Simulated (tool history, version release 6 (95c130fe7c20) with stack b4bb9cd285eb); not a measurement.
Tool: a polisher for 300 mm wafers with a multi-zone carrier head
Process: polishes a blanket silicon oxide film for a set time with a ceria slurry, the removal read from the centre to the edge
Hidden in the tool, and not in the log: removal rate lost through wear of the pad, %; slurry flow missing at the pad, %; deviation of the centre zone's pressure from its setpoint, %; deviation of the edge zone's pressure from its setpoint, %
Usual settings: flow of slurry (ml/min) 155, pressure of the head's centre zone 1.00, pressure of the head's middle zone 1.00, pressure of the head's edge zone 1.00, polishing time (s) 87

run,hour,flow of slurry (ml/min),pressure of the head's centre zone,pressure of the head's middle zone,pressure of the head's edge zone,polishing time (s),wafers since the last listed run,wafers polished on this pad,hours since the slurry nozzle was cleaned,hours since the centre zone pressure was calibrated,hours since the edge zone pressure was calibrated,hours since the carrier head's membrane was replaced,"incoming thickness of the incoming film, nm",film removed at the wafer's centre (Å),film removed at mid-radius (Å),film removed at the wafer's edge (Å)
1,0.0,155,1.00,1.00,1.00,110,0,832,512.6,349.4,654.7,950.8,992.4,4387,4376,4757
# hour 6.4: worn pad replaced by a new one
2,17.1,155,1.00,1.00,1.00,87,80,65,529.7,366.5,671.8,967.9,1001.5,3440,3558,3719
3,25.3,155,1.00,1.00,1.00,87,50,115,537.9,374.7,680.0,976.1,1009.3,3491,3479,3754
4,39.3,155,1.00,1.00,1.00,87,86,202,551.9,388.7,694.0,990.1,998.5,3434,3517,3690
5,54.8,155,0.96,1.00,1.00,97,95,297,567.4,404.2,709.5,1005.6,969.2,3622,3909,4101
6,62.5,155,1.00,0.90,1.00,102,47,344,575.1,411.9,717.2,1013.3,992.8,3924,3714,4344
7,76.5,155,1.00,1.00,1.00,110,86,430,589.1,425.9,731.2,1027.3,993.2,4212,4375,4628
8,86.9,155,1.00,1.00,1.00,114,63,494,599.5,436.3,741.6,1037.7,991.2,4359,4397,4786
# hour 90.3: slurry nozzle cleaned
9,98.9,155,0.96,1.00,1.00,97,67,562,8.6,448.3,753.6,1049.7,997.0,3985,4242,4307
10,107.2,155,1.00,1.00,1.00,87,51,613,16.9,456.6,761.9,1058.0,989.0,3839,3731,3859
11,123.6,155,1.00,0.97,1.07,97,100,713,33.3,473.0,778.3,1074.4,988.5,4183,4192,4524
# hour 139.6: worn pad replaced by a new one
# hour 140.5: carrier head's membrane replaced by a new one
12,149.0,155,0.96,0.92,1.00,87,125,52,58.7,498.4,803.7,8.5,988.2,3603,3468,3916
13,164.0,170,1.06,0.88,1.00,65,92,144,73.7,513.4,818.7,23.5,996.7,3082,2568,2962
# hour 168.5: centre zone pressure recalibrated
# hour 172.2: edge zone pressure recalibrated
14,176.1,200,0.91,1.00,1.00,87,49,194,85.8,7.6,3.9,35.6,981.0,3578,3895,4025
15,185.1,155,1.00,1.00,1.00,87,55,249,94.8,16.6,12.9,44.6,1004.7,3722,3788,3962
16,197.3,155,1.00,1.00,1.00,87,74,324,107.0,28.8,25.1,56.8,987.4,3736,3802,3935
17,214.5,155,1.00,1.00,1.00,110,105,430,124.2,46.0,42.3,74.0,995.6,4699,4824,4978
18,228.7,155,1.00,1.00,0.92,67,87,517,138.4,60.2,56.5,88.2,982.5,2932,2853,2879
19,235.2,125,0.91,1.00,1.00,70,39,557,144.9,66.7,63.0,94.7,973.2,2591,2898,3108
20,252.9,155,1.00,1.00,1.00,87,108,666,162.6,84.4,80.7,112.4,972.9,3770,3784,3838
21,261.2,155,0.91,1.00,1.00,87,51,717,170.9,92.7,89.0,120.7,997.5,3388,3786,3919

5 ways to go on from here, each from the tool as it stands after run 21. What would each give?
A,261.7,155,1.00,1.00,1.00,87,3,720,171.4,93.2,89.5,121.2,1006.3,?,?,?
B,261.7,115,1.00,1.00,1.12,87,3,720,171.4,93.2,89.5,121.2,1006.3,?,?,?
C,261.7,110,0.88,1.00,1.00,87,3,720,171.4,93.2,89.5,121.2,1006.3,?,?,?
D,261.7,155,1.00,0.97,1.00,87,3,720,171.4,93.2,89.5,121.2,1006.3,?,?,?
E,261.7,155,0.91,0.91,0.96,79,3,720,171.4,93.2,89.5,121.2,1006.3,?,?,?

run,film removed at the wafer's centre (Å),film removed at mid-radius (Å),film removed at the wafer's edge (Å)
A,3723,3735,3909
B,3430,3475,3933
C,2972,3435,3687
D,3722,3641,3910
E,3072,3136,3485
Without the tool's hidden state the same runs would have given:
run,film removed at the wafer's centre (Å),film removed at mid-radius (Å),film removed at the wafer's edge (Å)
A,3815,3817,3970
B,3546,3578,4012
C,3077,3540,3763
D,3815,3721,3972
E,3148,3205,3540
